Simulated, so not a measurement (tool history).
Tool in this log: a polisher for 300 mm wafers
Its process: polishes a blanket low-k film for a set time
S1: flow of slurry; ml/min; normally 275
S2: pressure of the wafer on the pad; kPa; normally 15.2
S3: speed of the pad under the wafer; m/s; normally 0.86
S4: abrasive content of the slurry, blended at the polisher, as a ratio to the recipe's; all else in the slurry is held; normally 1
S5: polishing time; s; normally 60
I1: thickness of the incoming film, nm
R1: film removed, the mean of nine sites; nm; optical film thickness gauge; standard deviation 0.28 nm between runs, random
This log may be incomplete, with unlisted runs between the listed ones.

run 1 hour=0 | S1=275 S2=15.2 S3=0.86 S4=1 S5=60 | I1=583.3 | R1=19.8
-- hour=27.1 conditioning disc replaced and pad reconditioned
run 2 hour=35.4 | S1=275 S2=15.2 S3=0.86 S4=1 S5=60 | I1=579.8 | R1=19.9
run 3 hour=98.6 | S1=275 S2=15.2 S3=0.86 S4=1 S5=60 | I1=570.7 | R1=19.2
-- hour=146.3 slurry nozzle cleaned
run 4 hour=166.5 | S1=275 S2=15.2 S3=0.86 S4=1 S5=60 | I1=583.5 | R1=18.1
run 5 hour=207.7 | S1=275 S2=15.2 S3=0.86 S4=1 S5=60 | I1=582.2 | R1=18.6
-- hour=217.8 slurry blender recalibrated
-- hour=249.1 worn pad replaced by a new one
-- hour=261.9 conditioning disc replaced and pad reconditioned
run 6 hour=271.6 | S1=275 S2=15.2 S3=0.86 S4=1 S5=60 | I1=578.9 | R1=20.3
run 7 hour=307.3 | S1=275 S2=15.2 S3=0.86 S4=1 S5=60 | I1=583.8 | R1=19.8
run 8 hour=357 | S1=275 S2=15.2 S3=0.86 S4=1 S5=60 | I1=578.3 | R1=19.8
-- hour=373.5 slurry nozzle cleaned
run 9 hour=402.7 | S1=275 S2=15.2 S3=0.86 S4=1 S5=60 | I1=574 | R1=19.4
run 10 hour=431.2 | S1=275 S2=15.2 S3=0.86 S4=1 S5=60 | I1=581.8 | R1=19.6
-- hour=479.7 worn pad replaced by a new one
run 11 hour=485.1 | S1=275 S2=15.2 S3=0.86 S4=1 S5=60 | I1=572.5 | R1=19.2
-- hour=524.7 conditioning disc replaced and pad reconditioned
run 12 hour=525.1 | S1=275 S2=15.2 S3=0.86 S4=1 S5=60 | I1=579.9 | R1=19.3
run 13 hour=594.1 | S1=345 S2=15.2 S3=0.86 S4=0.9 S5=60 | I1=578.6 | R1=17.6
-- hour=624.1 head pressure recalibrated
run 14 hour=642.8 | S1=275 S2=15.2 S3=0.68 S4=1 S5=53 | I1=569.8 | R1=13.8
-- hour=674.9 slurry nozzle cleaned
-- hour=687.7 slurry blender recalibrated
-- hour=724.9 worn pad replaced by a new one
run 15 hour=768.2 | S1=275 S2=15.2 S3=0.86 S4=1.2 S5=80 | I1=590.9 | R1=30.3
-- hour=773.6 conditioning disc replaced and pad reconditioned
run 16 hour=806.1 | S1=190 S2=15.2 S3=0.86 S4=1 S5=60 | I1=579.8 | R1=19.3
run 17 hour=860 | S1=275 S2=15.2 S3=0.86 S4=1 S5=43 | I1=591.5 | R1=14.3
run 18 hour=893.8 | S1=325 S2=15.2 S3=0.7 S4=1 S5=60 | I1=586.5 | R1=17.1
-- hour=900.9 slurry nozzle cleaned
run 19 hour=919.7 | S1=275 S2=18.6 S3=0.86 S4=1 S5=45 | I1=580.3 | R1=17.3
run 20 hour=946.7 | S1=275 S2=15.2 S3=0.6 S4=1 S5=60 | I1=581.9 | R1=15.3
-- hour=1000.4 worn pad replaced by a new one
-- hour=1068.1 conditioning disc replaced and pad reconditioned
-- hour=1097.3 slurry blender recalibrated
run 21 hour=1132.9 | S1=275 S2=15.2 S3=0.86 S4=1 S5=60 | I1=578.6 | R1=20.8
-- hour=1202.6 slurry nozzle cleaned
run 22 hour=1203.1 | S1=275 S2=15.2 S3=0.96 S4=0.8 S5=74 | I1=581.2 | R1=23.9
run 23 hour=1238.3 | S1=275 S2=15.2 S3=0.86 S4=0.7 S5=60 | I1=572.5 | R1=15.9
-- hour=1290 worn pad replaced by a new one
run 24 hour=1290.5 | S1=345 S2=15.2 S3=0.86 S4=0.9 S5=60 | I1=572.8 | R1=18.4

Consider 5 possible next runs. They are alternatives, not a sequence: every one starts from the tool as it was left by run 24. What does each give?
run A hour=1290.9 | S1=275 S2=15.2 S3=0.86 S4=1 S5=81 | I1=583.8 | R1=?
run B hour=1290.9 | S1=200 S2=15.2 S3=0.86 S4=1.1 S5=60 | I1=583.8 | R1=?
run C hour=1290.9 | S1=305 S2=19.3 S3=1.08 S4=1 S5=60 | I1=583.8 | R1=?
run D hour=1290.9 | S1=275 S2=15.2 S3=0.78 S4=1.15 S5=60 | I1=583.8 | R1=?
run E hour=1290.9 | S1=240 S2=15.2 S3=1.1 S4=1 S5=60 | I1=583.8 | R1=?

run=A R1=26.1
run=B R1=19.6
run=C R1=28.3
run=D R1=19.4
run=E R1=22.6
With no hidden state in the tool, these same runs would have given:
run=A R1=27.4
run=B R1=20.6
run=C R1=29.8
run=D R1=20.4
run=E R1=23.8
